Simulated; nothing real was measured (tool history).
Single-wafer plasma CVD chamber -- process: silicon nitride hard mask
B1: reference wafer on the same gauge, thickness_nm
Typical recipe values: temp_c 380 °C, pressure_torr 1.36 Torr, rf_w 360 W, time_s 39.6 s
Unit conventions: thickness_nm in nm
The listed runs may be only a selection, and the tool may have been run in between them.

{"run": 1, "hour": 0.0, "temp_c": 380, "pressure_torr": 1.36, "rf_w": 360, "time_s": 45.8, "B1": 45.817, "thickness_nm": 58.157}
{"run": 2, "hour": 9.9, "temp_c": 380, "pressure_torr": 1.36, "rf_w": 360, "time_s": 39.6, "B1": 45.796, "thickness_nm": 50.407}
{"run": 3, "hour": 20.5, "temp_c": 380, "pressure_torr": 1.36, "rf_w": 360, "time_s": 39.6, "B1": 45.762, "thickness_nm": 50.107}
{"run": 4, "hour": 26.7, "temp_c": 380, "pressure_torr": 1.36, "rf_w": 360, "time_s": 39.6, "B1": 45.793, "thickness_nm": 49.971}
{"hour": 44.2, "done": "showerhead replaced"}
{"run": 5, "hour": 44.7, "temp_c": 380, "pressure_torr": 1.36, "rf_w": 410, "time_s": 39.6, "B1": 45.8, "thickness_nm": 53.092}
{"run": 6, "hour": 53.3, "temp_c": 380, "pressure_torr": 1.36, "rf_w": 410, "time_s": 39.6, "B1": 45.725, "thickness_nm": 53.317}
{"run": 7, "hour": 65.1, "temp_c": 380, "pressure_torr": 1.36, "rf_w": 410, "time_s": 39.6, "B1": 45.834, "thickness_nm": 53.365}
{"run": 8, "hour": 75.5, "temp_c": 380, "pressure_torr": 1.36, "rf_w": 360, "time_s": 39.6, "B1": 45.76, "thickness_nm": 50.059}
{"run": 9, "hour": 88.7, "temp_c": 369, "pressure_torr": 1.18, "rf_w": 400, "time_s": 39.6, "B1": 45.81, "thickness_nm": 51.098}
{"hour": 93.7, "done": "gauge calibrated"}
{"run": 10, "hour": 96.5, "temp_c": 380, "pressure_torr": 1.51, "rf_w": 360, "time_s": 32.7, "B1": 45.86, "thickness_nm": 42.574}
{"run": 11, "hour": 109.3, "temp_c": 391, "pressure_torr": 1.25, "rf_w": 415, "time_s": 47.3, "B1": 45.754, "thickness_nm": 62.263}
{"run": 12, "hour": 122.1, "temp_c": 380, "pressure_torr": 1.36, "rf_w": 360, "time_s": 39.6, "B1": 45.8, "thickness_nm": 49.851}
{"run": 13, "hour": 136.4, "temp_c": 369, "pressure_torr": 1.53, "rf_w": 315, "time_s": 33.9, "B1": 45.782, "thickness_nm": 41.558}
{"run": 14, "hour": 144.3, "temp_c": 368, "pressure_torr": 1.36, "rf_w": 360, "time_s": 36.9, "B1": 45.716, "thickness_nm": 47.004}
{"hour": 154.5, "done": "capacitance manometer re-zeroed and calibrated"}
{"run": 15, "hour": 156.5, "temp_c": 380, "pressure_torr": 1.36, "rf_w": 335, "time_s": 45.7, "B1": 45.83, "thickness_nm": 55.701}
{"run": 16, "hour": 171.9, "temp_c": 380, "pressure_torr": 1.36, "rf_w": 360, "time_s": 32.3, "B1": 45.797, "thickness_nm": 40.66}
{"hour": 195.9, "done": "thermocouple changed; heater temperature recalibrated"}
{"run": 17, "hour": 196.4, "temp_c": 380, "pressure_torr": 1.36, "rf_w": 410, "time_s": 39.6, "B1": 45.811, "thickness_nm": 53.15}
{"run": 18, "hour": 205.3, "temp_c": 380, "pressure_torr": 1.36, "rf_w": 380, "time_s": 44.7, "B1": 45.832, "thickness_nm": 57.847}
{"run": 19, "hour": 215.8, "temp_c": 369, "pressure_torr": 1.36, "rf_w": 360, "time_s": 37.4, "B1": 45.77, "thickness_nm": 47.092}
{"run": 20, "hour": 228.2, "temp_c": 380, "pressure_torr": 1.63, "rf_w": 360, "time_s": 39.6, "B1": 45.769, "thickness_nm": 52.234}
{"hour": 250.4, "done": "RF generator calibrated"}
{"run": 21, "hour": 272.4, "temp_c": 380, "pressure_torr": 1.36, "rf_w": 360, "time_s": 39.6, "B1": 45.79, "thickness_nm": 52.201}
{"run": 22, "hour": 278.7, "temp_c": 368, "pressure_torr": 1.36, "rf_w": 360, "time_s": 39.6, "B1": 45.765, "thickness_nm": 52.18}
{"run": 23, "hour": 289.5, "temp_c": 380, "pressure_torr": 1.36, "rf_w": 360, "time_s": 39.6, "B1": 45.754, "thickness_nm": 52.188}
{"run": 24, "hour": 313.6, "temp_c": 393, "pressure_torr": 1.49, "rf_w": 335, "time_s": 33.1, "B1": 45.716, "thickness_nm": 42.682}
{"run": 25, "hour": 331.5, "temp_c": 380, "pressure_torr": 1.24, "rf_w": 380, "time_s": 39.6, "B1": 45.821, "thickness_nm": 52.041}
{"run": 26, "hour": 344.9, "temp_c": 380, "pressure_torr": 1.56, "rf_w": 410, "time_s": 42.2, "B1": 45.777, "thickness_nm": 61.198}
{"run": 27, "hour": 352.3, "temp_c": 380, "pressure_torr": 1.36, "rf_w": 360, "time_s": 39.6, "B1": 45.752, "thickness_nm": 51.936}
{"run": 28, "hour": 364.2, "temp_c": 386, "pressure_torr": 1.36, "rf_w": 320, "time_s": 39.6, "B1": 45.777, "thickness_nm": 48.732}
{"run": 29, "hour": 376.8, "temp_c": 380, "pressure_torr": 1.36, "rf_w": 360, "time_s": 39.6, "B1": 45.773, "thickness_nm": 52.136}

Measured less the same run without the tool's hidden state. The same run-to-run variation is in both; the gauge's scatter may not be:
Hidden state present: wafer temperature above the value expected at the setpoint (K); delivered RF power above the setpoint (%); true pressure above the setpoint (%); gauge reads high (%).
run=1 thickness_nm=-2.173
run=2 thickness_nm=-1.9
run=3 thickness_nm=-1.904
run=4 thickness_nm=-1.909
run=5 thickness_nm=-2.007
run=6 thickness_nm=-2.03
run=7 thickness_nm=-2.051
run=8 thickness_nm=-1.988
run=9 thickness_nm=-2.049
run=10 thickness_nm=-1.719
run=11 thickness_nm=-2.451
run=12 thickness_nm=-2.052
run=13 thickness_nm=-1.812
run=14 thickness_nm=-1.968
run=15 thickness_nm=-2.41
run=16 thickness_nm=-1.737
run=17 thickness_nm=-2.261
run=18 thickness_nm=-2.532
run=19 thickness_nm=-2.078
run=20 thickness_nm=-2.325
run=21 thickness_nm=-0.072
run=22 thickness_nm=-0.082
run=23 thickness_nm=-0.098
run=24 thickness_nm=-0.109
run=25 thickness_nm=-0.16
run=26 thickness_nm=-0.195
run=27 thickness_nm=-0.19
run=28 thickness_nm=-0.203
run=29 thickness_nm=-0.227
